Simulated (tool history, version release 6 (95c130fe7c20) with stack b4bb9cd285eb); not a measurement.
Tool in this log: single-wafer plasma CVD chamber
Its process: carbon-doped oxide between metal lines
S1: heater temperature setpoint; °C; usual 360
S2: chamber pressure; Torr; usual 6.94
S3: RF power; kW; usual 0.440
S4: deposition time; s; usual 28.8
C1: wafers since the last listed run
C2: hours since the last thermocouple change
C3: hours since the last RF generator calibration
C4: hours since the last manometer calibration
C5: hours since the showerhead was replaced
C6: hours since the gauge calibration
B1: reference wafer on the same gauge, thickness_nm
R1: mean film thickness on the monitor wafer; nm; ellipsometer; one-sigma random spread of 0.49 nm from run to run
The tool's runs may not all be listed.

| run | hour | S1 | S2 | S3 | S4 | C1 | C2 | C3 | C4 | C5 | C6 | B1 | R1 |
|---|---|---|---|---|---|---|---|---|---|---|---|---|---|
| 1 | 0.0 | 360 | 8.32 | 0.440 | 28.8 | 0 | 2013.4 | 471.3 | 1563.8 | 5642.6 | 191.2 | 135.925 | 145.390 |
| 2 | 20.6 | 360 | 8.32 | 0.440 | 28.8 | 332 | 2034.0 | 491.9 | 1584.4 | 5663.2 | 211.8 | 135.960 | 144.695 |
| 3 | 53.4 | 360 | 6.94 | 0.440 | 31.1 | 529 | 2066.8 | 524.7 | 1617.2 | 5696.0 | 244.6 | 135.887 | 155.366 |
| 4 | 77.4 | 360 | 6.94 | 0.440 | 28.8 | 387 | 2090.8 | 548.7 | 1641.2 | 5720.0 | 268.6 | 136.008 | 144.006 |
| 5 | 100.8 | 360 | 6.94 | 0.440 | 28.8 | 378 | 2114.2 | 572.1 | 1664.6 | 5743.4 | 292.0 | 136.091 | 143.741 |
| 6 | 120.3 | 360 | 7.90 | 0.440 | 28.8 | 315 | 2133.7 | 591.6 | 1684.1 | 5762.9 | 311.5 | 136.068 | 145.765 |
| 7 | 152.5 | 360 | 7.90 | 0.440 | 28.8 | 520 | 2165.9 | 623.8 | 1716.3 | 5795.1 | 343.7 | 135.988 | 145.382 |
| 8 | 183.6 | 360 | 6.94 | 0.440 | 31.2 | 502 | 2197.0 | 654.9 | 1747.4 | 5826.2 | 374.8 | 135.796 | 155.629 |
| 9 | 209.9 | 360 | 6.94 | 0.440 | 28.8 | 424 | 2223.3 | 681.2 | 1773.7 | 5852.5 | 401.1 | 135.917 | 143.529 |
| 10 | 242.3 | 360 | 6.07 | 0.440 | 28.8 | 523 | 2255.7 | 713.6 | 1806.1 | 5884.9 | 433.5 | 135.987 | 141.903 |
| 11 | 278.1 | 360 | 6.94 | 0.440 | 28.8 | 578 | 2291.5 | 749.4 | 1841.9 | 5920.7 | 469.3 | 136.039 | 143.988 |
|  | 306.2 | capacitance manometer re-zeroed and calibrated |
| 12 | 311.1 | 360 | 6.94 | 0.440 | 28.8 | 403 | 2324.5 | 782.4 | 4.9 | 5953.7 | 502.3 | 135.896 | 144.294 |
| 13 | 339.4 | 360 | 6.94 | 0.440 | 28.8 | 457 | 2352.8 | 810.7 | 33.2 | 5982.0 | 530.6 | 136.040 | 144.032 |
| 14 | 438.6 | 368 | 6.94 | 0.485 | 24.6 | 1602 | 2452.0 | 909.9 | 132.4 | 6081.2 | 629.8 | 135.929 | 125.340 |
| 15 | 473.7 | 360 | 6.94 | 0.440 | 26.5 | 567 | 2487.1 | 945.0 | 167.5 | 6116.3 | 664.9 | 136.036 | 132.693 |
|  | 500.0 | RF generator calibrated |
|  | 502.6 | gauge calibrated |
| 16 | 508.6 | 349 | 6.94 | 0.440 | 24.0 | 434 | 2522.0 | 8.6 | 202.4 | 6151.2 | 6.0 | 136.113 | 124.005 |
| 17 | 531.2 | 360 | 8.49 | 0.385 | 28.8 | 365 | 2544.6 | 31.2 | 225.0 | 6173.8 | 28.6 | 135.792 | 138.353 |
|  | 539.5 | thermocouple changed; heater temperature recalibrated |
| 18 | 549.0 | 371 | 6.94 | 0.440 | 26.6 | 158 | 9.5 | 49.0 | 242.8 | 6191.6 | 46.4 | 135.969 | 129.867 |
| 19 | 577.3 | 360 | 6.94 | 0.440 | 28.8 | 457 | 37.8 | 77.3 | 271.1 | 6219.9 | 74.7 | 136.169 | 143.323 |
| 20 | 602.9 | 370 | 5.76 | 0.440 | 26.5 | 413 | 63.4 | 102.9 | 296.7 | 6245.5 | 100.3 | 136.013 | 127.835 |
|  | 616.8 | showerhead replaced |
| 21 | 628.1 | 360 | 6.94 | 0.440 | 27.1 | 277 | 88.6 | 128.1 | 321.9 | 11.3 | 125.5 | 135.995 | 136.183 |
| 22 | 648.5 | 366 | 6.94 | 0.370 | 28.8 | 329 | 109.0 | 148.5 | 342.3 | 31.7 | 145.9 | 135.952 | 133.150 |
| 23 | 676.0 | 360 | 7.84 | 0.440 | 28.8 | 444 | 136.5 | 176.0 | 369.8 | 59.2 | 173.4 | 136.008 | 144.445 |
| 24 | 697.5 | 360 | 8.65 | 0.440 | 28.8 | 347 | 158.0 | 197.5 | 391.3 | 80.7 | 194.9 | 135.996 | 145.263 |
| 25 | 730.8 | 372 | 6.94 | 0.440 | 28.8 | 538 | 191.3 | 230.8 | 424.6 | 114.0 | 228.2 | 135.963 | 140.601 |
| 26 | 760.2 | 360 | 7.90 | 0.440 | 28.8 | 475 | 220.7 | 260.2 | 454.0 | 143.4 | 257.6 | 135.863 | 144.601 |
| 27 | 793.5 | 366 | 6.94 | 0.370 | 28.8 | 538 | 254.0 | 293.5 | 487.3 | 176.7 | 290.9 | 135.907 | 133.381 |
| 28 | 827.0 | 351 | 6.94 | 0.440 | 25.9 | 541 | 287.5 | 327.0 | 520.8 | 210.2 | 324.4 | 135.891 | 131.718 |

Hidden state at the last listed run before each entry between runs and at the first one after, where it differs:
Runs 11 to 12: capacitance manometer re-zeroed and calibrated (hour 306.2)
  no hidden state differs between the two runs
Runs 15 to 16: RF generator calibrated (hour 500.0); gauge calibrated (hour 502.6)
  no hidden state differs between the two runs
Runs 17 to 18: thermocouple changed; heater temperature recalibrated (hour 539.5)
  no hidden state differs between the two runs
Runs 20 to 21: showerhead replaced (hour 616.8)
  no hidden state differs between the two runs
